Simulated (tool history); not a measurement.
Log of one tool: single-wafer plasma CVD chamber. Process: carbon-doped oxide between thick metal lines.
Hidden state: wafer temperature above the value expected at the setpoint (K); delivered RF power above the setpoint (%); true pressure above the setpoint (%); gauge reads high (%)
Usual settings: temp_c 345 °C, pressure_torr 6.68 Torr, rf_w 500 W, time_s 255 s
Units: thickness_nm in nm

run	day	temp_c	pressure_torr	rf_w	time_s	wafers since the last listed run	hours since the last thermocouple change	hours since the last RF generator calibration	hours since the last manometer calibration	hours since the showerhead was replaced	hours since the gauge calibration	read-back reference wafer on the same gauge, thickness_nm	thickness_nm
1	0	345	6.68	500	255	0	1147.6	1841.1	797.8	2507.3	1772	1651.183	1418.854
2	13.071	345	6.68	500	255	2729	1461.3	2154.8	1111.5	2821	2085.7	1650.567	1415.856
3	15.617	345	6.68	500	255	531	1522.4	2215.9	1172.6	2882.1	2146.8	1649.789	1417.879
4	19.346	345	6.68	500	255	778	1611.9	2305.4	1262.1	2971.6	2236.3	1650.395	1418.758
5	23.088	345	6.68	500	279	781	1701.7	2395.2	1351.9	3061.4	2326.1	1649.446	1549.493
# day 25.908: thermocouple changed; heater temperature recalibrated
# day 30.833: RF generator calibrated
6	32.308	345	6.68	500	255	1786	153.6	35.4	1573.2	3282.7	2547.4	1649.787	1432.269
7	34.371	345	6.68	500	255	430	203.1	84.9	1622.7	3332.2	2596.9	1648.998	1431.864
8	36.896	345	6.68	500	255	527	263.7	145.5	1683.3	3392.8	2657.5	1650.052	1433.586
# day 37.783: showerhead replaced
9	38.917	345	7.29	500	255	352	312.2	194	1731.8	27.2	2706	1650.055	1433.853
10	42.808	345	7.29	500	255	812	405.6	287.4	1825.2	120.6	2799.4	1649.913	1437.919
11	46.608	345	7.29	500	255	793	496.8	378.6	1916.4	211.8	2890.6	1649.873	1430.776
12	50.9	345	6.68	575	255	896	599.8	481.6	2019.4	314.8	2993.6	1650.062	1522.512
13	53.538	345	6.68	435	289	550	663.1	544.9	2082.7	378.1	3056.9	1649.299	1510.825
14	57.179	345	7.29	500	255	760	750.5	632.3	2170.1	465.5	3144.3	1649.807	1434.53
# day 58.962: capacitance manometer re-zeroed and calibrated
15	60.471	354	6.68	500	255	617	829.5	711.3	36.2	544.5	3223.3	1649.14	1399.868
16	63.129	334	7.34	545	227	555	893.3	775.1	100	608.3	3287.1	1649.748	1374.291
# day 66.804: gauge calibrated
17	74.85	351	6.68	450	255	2447	1174.6	1056.4	381.3	889.6	193.1	1650.81	1331.515
18	77.738	345	6.68	455	255	603	1243.9	1125.7	450.6	958.9	262.4	1648.748	1369.869
19	81.867	334	6.68	500	228	862	1343	1224.8	549.7	1058	361.5	1649.698	1313.893
20	83.525	334	7.34	545	227	346	1382.8	1264.6	589.5	1097.8	401.3	1649.872	1375.772
# day 83.988: thermocouple changed; heater temperature recalibrated
21	85.125	338	6.68	585	255	264	27.3	1303	627.9	1136.2	439.7	1649.954	1553.435
22	88.792	345	5.95	500	234	765	115.3	1391	715.9	1224.2	527.7	1650.059	1288.133
23	90.988	354	5.12	445	208	458	168	1443.7	768.6	1276.9	580.4	1650.504	1053.549
24	93.675	345	6.68	500	255	561	232.5	1508.2	833.1	1341.4	644.9	1649.604	1413.766
25	95.783	345	6.68	455	255	440	283.1	1558.8	883.7	1392	695.5	1650.183	1349.624
26	98.221	356	6.68	500	255	509	341.6	1617.3	942.2	1450.5	754	1649.683	1380.965
27	101.329	345	6.68	500	255	649	416.2	1691.9	1016.8	1525.1	828.6	1649.955	1413.278

How the hidden state differs across the entries between the runs, from the last listed run before each to the first after it:
Between runs 5 and 6: thermocouple changed; heater temperature recalibrated (day 25.908); RF generator calibrated (day 30.833)
  wafer temperature above the value expected at the setpoint (K): -6.52 -> -1.18; delivered RF power above the setpoint (%): -4.32 -> -0.145
  measured less the result without the state, thickness_nm: -9.066 -> +2.988 nm
Between runs 8 and 9: showerhead replaced (day 37.783)
  wafer temperature above the value expected at the setpoint (K): -1.57 -> -1.75; delivered RF power above the setpoint (%): -0.32 -> -0.398
  measured less the result without the state, thickness_nm: +3.104 -> +3.154 nm
Between runs 14 and 15: capacitance manometer re-zeroed and calibrated (day 58.962)
  wafer temperature above the value expected at the setpoint (K): -3.32 -> -3.61; delivered RF power above the setpoint (%): -1.1 -> -1.22
  measured less the result without the state, thickness_nm: +3.605 -> +2.562 nm
Between runs 16 and 17: gauge calibrated (day 66.804)
  wafer temperature above the value expected at the setpoint (K): -3.83 -> -4.84; delivered RF power above the setpoint (%): -1.32 -> -1.77
  measured less the result without the state, thickness_nm: +5.142 -> +3.419 nm
Between runs 20 and 21: thermocouple changed; heater temperature recalibrated (day 83.988)
  wafer temperature above the value expected at the setpoint (K): -5.59 -> -0.658; delivered RF power above the setpoint (%): -2.1 -> -2.16
  measured less the result without the state, thickness_nm: +6.365 -> -13.189 nm
